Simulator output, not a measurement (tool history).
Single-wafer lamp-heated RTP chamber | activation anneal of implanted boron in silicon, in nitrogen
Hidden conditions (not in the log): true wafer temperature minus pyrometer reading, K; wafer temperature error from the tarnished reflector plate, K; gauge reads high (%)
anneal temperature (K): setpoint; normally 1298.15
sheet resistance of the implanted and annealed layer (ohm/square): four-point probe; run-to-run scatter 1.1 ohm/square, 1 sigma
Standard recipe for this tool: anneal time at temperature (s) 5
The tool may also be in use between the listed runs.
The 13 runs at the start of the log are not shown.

| run | hour | anneal temperature (K) | anneal time at temperature (s) | wafers since the last listed run | wafers since the last pyrometer calibration | wafers since the reflector plate was cleaned | hours since the gauge calibration | read-back reference wafer on the same gauge, sheet resistance | sheet resistance of the implanted and annealed layer (ohm/square) |
|---|---|---|---|---|---|---|---|---|---|
| 14 | 180.2 | 1298.15 | 5 | 267 | 1643 | 4520 | 358.7 | 207.67 | 247.65 |
| 15 | 188.4 | 1317.15 | 6 | 129 | 1772 | 4649 | 366.9 | 208 | 245.38 |
| 16 | 198.8 | 1298.15 | 5 | 164 | 1936 | 4814 | 377.3 | 207.95 | 248.71 |
| 17 | 212.5 | 1298.15 | 5 | 216 | 2153 | 5030 | 391 | 208.12 | 249.67 |
| 18 | 222.7 | 1298.15 | 5 | 161 | 2314 | 5191 | 401.2 | 207.95 | 247.46 |
|  | 232.3 | pyrometer window cleaned and pyrometer calibrated |
| 19 | 234 | 1298.15 | 5 | 52 | 26 | 5244 | 412.5 | 207.99 | 247.36 |
| 20 | 241.6 | 1298.15 | 5 | 120 | 146 | 5364 | 420.1 | 208.16 | 247.1 |
| 21 | 249.8 | 1286.15 | 8 | 129 | 276 | 5493 | 428.3 | 208.08 | 250.56 |
| 22 | 263.4 | 1316.15 | 8 | 214 | 491 | 5708 | 441.9 | 207.99 | 243.34 |
| 23 | 277.5 | 1325.15 | 5 | 222 | 714 | 5931 | 456 | 207.89 | 245.34 |
| 24 | 291.7 | 1284.15 | 7 | 224 | 938 | 6155 | 470.2 | 208.04 | 253.15 |
| 25 | 304 | 1298.15 | 5 | 194 | 1133 | 6350 | 482.5 | 208.09 | 250.24 |
| 26 | 312.9 | 1314.15 | 7 | 140 | 1273 | 6490 | 491.4 | 207.78 | 245.65 |
|  | 321.4 | gauge calibrated |
| 27 | 325 | 1322.15 | 3 | 191 | 1464 | 6682 | 3.6 | 207.91 | 243.39 |
|  | 340.4 | reflector plate cleaned |
| 28 | 340.9 | 1298.15 | 5 | 124 | 1589 | 8 | 19.5 | 207.99 | 248.47 |
|  | 353 | pyrometer window cleaned and pyrometer calibrated |
| 29 | 353.5 | 1272.15 | 8 | 72 | 8 | 80 | 32.1 | 207.82 | 256.02 |
| 30 | 365 | 1321.15 | 7 | 181 | 190 | 262 | 43.6 | 207.95 | 242.24 |
| 31 | 372.7 | 1298.15 | 5 | 121 | 311 | 384 | 51.3 | 207.92 | 250.18 |
| 32 | 388.5 | 1298.15 | 5 | 249 | 561 | 633 | 67.1 | 207.69 | 247.97 |
| 33 | 435.4 | 1285.15 | 3 | 741 | 1302 | 1375 | 114 | 208.25 | 254.17 |
| 34 | 442 | 1272.15 | 3 | 104 | 1407 | 1479 | 120.6 | 208.32 | 259.71 |

Predict the results of run 35:
| 35 | 449.2 | 1269.15 | 3 | 113 | 1520 | 1593 | 127.8 | ? | ? |

{"run 35": {"read-back reference wafer on the same gauge, sheet resistance": 207.47, "sheet resistance of the implanted and annealed layer (ohm/square)": 264.69}}
Take away the tool's hidden state, keep the run-to-run variation as it was, and the same run would have given sheet resistance of the implanted and annealed layer (ohm/square) 264.69.
